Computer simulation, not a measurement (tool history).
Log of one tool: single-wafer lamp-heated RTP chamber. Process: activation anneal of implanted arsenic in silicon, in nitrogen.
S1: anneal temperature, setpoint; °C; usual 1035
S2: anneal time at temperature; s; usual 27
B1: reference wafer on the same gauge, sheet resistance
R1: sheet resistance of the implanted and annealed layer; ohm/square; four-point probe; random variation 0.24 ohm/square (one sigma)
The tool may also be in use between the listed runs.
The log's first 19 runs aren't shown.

Run 20, day 12.692: usual settings but S1 1027 °C, S2 18 s; B1 83.67. Result: R1 116.85 ohm/square.
At day 13.1: pyrometer window cleaned and pyrometer calibrated.
Run 21, day 13.121: usual settings but S1 1022 °C; B1 83.66. Result: R1 107.42 ohm/square.
Run 22, day 13.733: usual settings but S1 1045 °C, S2 21 s; B1 83.73. Result: R1 96.84 ohm/square.
Run 23, day 14.1: usual settings; B1 83.75. Result: R1 97.29 ohm/square.
Run 24, day 14.596: usual settings but S1 1009 °C, S2 17 s; B1 83.69. Result: R1 138.33 ohm/square.
Run 25, day 15.338: usual settings but S1 1009 °C, S2 13 s; B1 83.75. Result: R1 149.63 ohm/square.
Run 26, day 15.621: usual settings but S1 1052 °C, S2 31 s; B1 83.69. Result: R1 83.54 ohm/square.
At day 15.946: gauge calibrated.
Run 27, day 16.292: usual settings but S1 1019 °C; B1 83.72. Result: R1 110.16 ohm/square.
Run 28, day 16.796: usual settings but S1 1026 °C, S2 12 s; B1 83.71. Result: R1 133.33 ohm/square.
Run 29, day 17.442: usual settings; B1 83.71. Result: R1 97.23 ohm/square.
Run 30, day 17.779: usual settings but S1 1047 °C, S2 41 s; B1 83.68. Result: R1 80.42 ohm/square.
Run 31, day 18.446: usual settings but S1 1007 °C; B1 83.73. Result: R1 122.54 ohm/square.
Run 32, day 18.967: usual settings but S1 1019 °C, S2 17 s; B1 83.71. Result: R1 127.27 ohm/square.
Run 33, day 19.521: usual settings; B1 83.73. Result: R1 96.57 ohm/square.
Run 34, day 20.229: usual settings but S1 1064 °C; B1 83.68. Result: R1 80.74 ohm/square.
Run 35, day 20.571: usual settings but S1 1009 °C; B1 83.71. Result: R1 120.08 ohm/square.
Run 36, day 21.154: usual settings but S2 34 s; B1 83.71. Result: R1 91.09 ohm/square.

Forecast each of these 3 alternatives for the next run:
Run A, day 21.171: usual settings but S1 1024 °C; B1 ?. Result: R1 ?.
Run B, day 21.171: usual settings but S1 1012 °C, S2 18 s; B1 ?. Result: R1 ?.
Run C, day 21.171: usual settings but S1 1053 °C, S2 36 s; B1 ?. Result: R1 ?.

run     B1      R1
  A  83.67  105.72
  B  83.67  132.75
  C  83.67   80.21
Without the tool's hidden state the same runs would have given:
run      R1
  A  105.72
  B  132.75
  C   80.21
